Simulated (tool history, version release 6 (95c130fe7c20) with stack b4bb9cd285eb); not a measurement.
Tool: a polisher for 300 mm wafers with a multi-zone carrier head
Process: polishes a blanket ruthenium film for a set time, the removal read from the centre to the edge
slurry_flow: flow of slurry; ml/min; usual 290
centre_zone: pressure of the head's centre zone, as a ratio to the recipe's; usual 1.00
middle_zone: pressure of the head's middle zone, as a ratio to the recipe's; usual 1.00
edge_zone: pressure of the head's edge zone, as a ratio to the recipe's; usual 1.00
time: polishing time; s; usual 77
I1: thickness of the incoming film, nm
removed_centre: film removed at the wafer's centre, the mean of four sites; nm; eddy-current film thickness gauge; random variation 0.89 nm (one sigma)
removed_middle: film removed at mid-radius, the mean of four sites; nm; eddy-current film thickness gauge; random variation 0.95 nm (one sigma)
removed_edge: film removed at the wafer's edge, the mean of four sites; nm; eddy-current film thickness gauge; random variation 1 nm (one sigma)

{"run": 1, "day": 0.0, "slurry_flow": 290, "centre_zone": 1.0, "middle_zone": 0.92, "edge_zone": 1.0, "time": 77, "I1": 406.9, "removed_centre": 70.4, "removed_middle": 69.1, "removed_edge": 76.2}
{"run": 2, "day": 1.354, "slurry_flow": 290, "centre_zone": 1.0, "middle_zone": 0.92, "edge_zone": 1.0, "time": 77, "I1": 412.8, "removed_centre": 69.8, "removed_middle": 68.4, "removed_edge": 75.7}
{"day": 2.317, "done": "worn pad replaced by a new one"}
{"day": 3.225, "done": "carrier head's membrane replaced by a new one"}
{"day": 3.579, "done": "centre zone pressure recalibrated"}
{"run": 3, "day": 3.6, "slurry_flow": 290, "centre_zone": 1.0, "middle_zone": 1.0, "edge_zone": 1.05, "time": 77, "I1": 403.3, "removed_centre": 77.9, "removed_middle": 74.7, "removed_edge": 76.7}
{"day": 4.058, "done": "edge zone pressure recalibrated"}
{"run": 4, "day": 4.138, "slurry_flow": 290, "centre_zone": 1.0, "middle_zone": 1.0, "edge_zone": 1.05, "time": 77, "I1": 416.8, "removed_centre": 78.0, "removed_middle": 73.7, "removed_edge": 78.3}
{"day": 4.762, "done": "slurry nozzle cleaned"}
{"run": 5, "day": 5.871, "slurry_flow": 290, "centre_zone": 1.0, "middle_zone": 1.0, "edge_zone": 1.05, "time": 77, "I1": 418.0, "removed_centre": 80.3, "removed_middle": 73.8, "removed_edge": 77.7}
{"run": 6, "day": 6.492, "slurry_flow": 290, "centre_zone": 1.0, "middle_zone": 1.0, "edge_zone": 1.0, "time": 77, "I1": 410.5, "removed_centre": 77.0, "removed_middle": 75.6, "removed_edge": 77.7}
{"run": 7, "day": 7.054, "slurry_flow": 290, "centre_zone": 1.0, "middle_zone": 1.0, "edge_zone": 1.0, "time": 77, "I1": 417.4, "removed_centre": 78.0, "removed_middle": 73.9, "removed_edge": 77.1}
{"run": 8, "day": 7.608, "slurry_flow": 290, "centre_zone": 1.0, "middle_zone": 1.0, "edge_zone": 1.0, "time": 62, "I1": 404.6, "removed_centre": 63.4, "removed_middle": 59.0, "removed_edge": 61.4}
{"day": 8.104, "done": "worn pad replaced by a new one"}
{"run": 9, "day": 8.175, "slurry_flow": 290, "centre_zone": 1.0, "middle_zone": 1.0, "edge_zone": 1.0, "time": 77, "I1": 412.6, "removed_centre": 76.9, "removed_middle": 75.3, "removed_edge": 78.1}
{"run": 10, "day": 8.9, "slurry_flow": 245, "centre_zone": 1.06, "middle_zone": 1.0, "edge_zone": 0.93, "time": 77, "I1": 409.6, "removed_centre": 81.3, "removed_middle": 74.5, "removed_edge": 71.5}
{"run": 11, "day": 9.183, "slurry_flow": 290, "centre_zone": 1.0, "middle_zone": 0.94, "edge_zone": 1.0, "time": 77, "I1": 414.1, "removed_centre": 76.2, "removed_middle": 71.6, "removed_edge": 74.2}
{"run": 12, "day": 9.45, "slurry_flow": 320, "centre_zone": 1.1, "middle_zone": 0.9, "edge_zone": 0.93, "time": 77, "I1": 405.4, "removed_centre": 87.0, "removed_middle": 66.7, "removed_edge": 72.9}
{"run": 13, "day": 9.929, "slurry_flow": 290, "centre_zone": 1.12, "middle_zone": 1.0, "edge_zone": 1.1, "time": 77, "I1": 406.6, "removed_centre": 88.0, "removed_middle": 72.8, "removed_edge": 79.7}
{"run": 14, "day": 10.212, "slurry_flow": 290, "centre_zone": 1.0, "middle_zone": 1.0, "edge_zone": 1.0, "time": 95, "I1": 415.8, "removed_centre": 97.3, "removed_middle": 93.5, "removed_edge": 91.7}

3 ways to go on from here, each from the tool as it stands after run 14. What would each give?
{"run": "A", "day": 10.229, "slurry_flow": 290, "centre_zone": 1.0, "middle_zone": 1.0, "edge_zone": 1.0, "time": 86, "I1": 410.5, "removed_centre": "?", "removed_middle": "?", "removed_edge": "?"}
{"run": "B", "day": 10.229, "slurry_flow": 235, "centre_zone": 1.0, "middle_zone": 1.0, "edge_zone": 1.0, "time": 77, "I1": 410.5, "removed_centre": "?", "removed_middle": "?", "removed_edge": "?"}
{"run": "C", "day": 10.229, "slurry_flow": 345, "centre_zone": 1.0, "middle_zone": 1.0, "edge_zone": 1.09, "time": 77, "I1": 410.5, "removed_centre": "?", "removed_middle": "?", "removed_edge": "?"}

run=A removed_centre=86.5 removed_middle=82.5 removed_edge=84.4
run=B removed_centre=75.7 removed_middle=72.4 removed_edge=74.4
run=C removed_centre=78.7 removed_middle=75.0 removed_edge=79.7
Without the tool's hidden state the same runs would have given:
run=A removed_centre=87.1 removed_middle=82.5 removed_edge=84.4
run=B removed_centre=76.3 removed_middle=72.4 removed_edge=74.4
run=C removed_centre=79.2 removed_middle=75.0 removed_edge=79.7
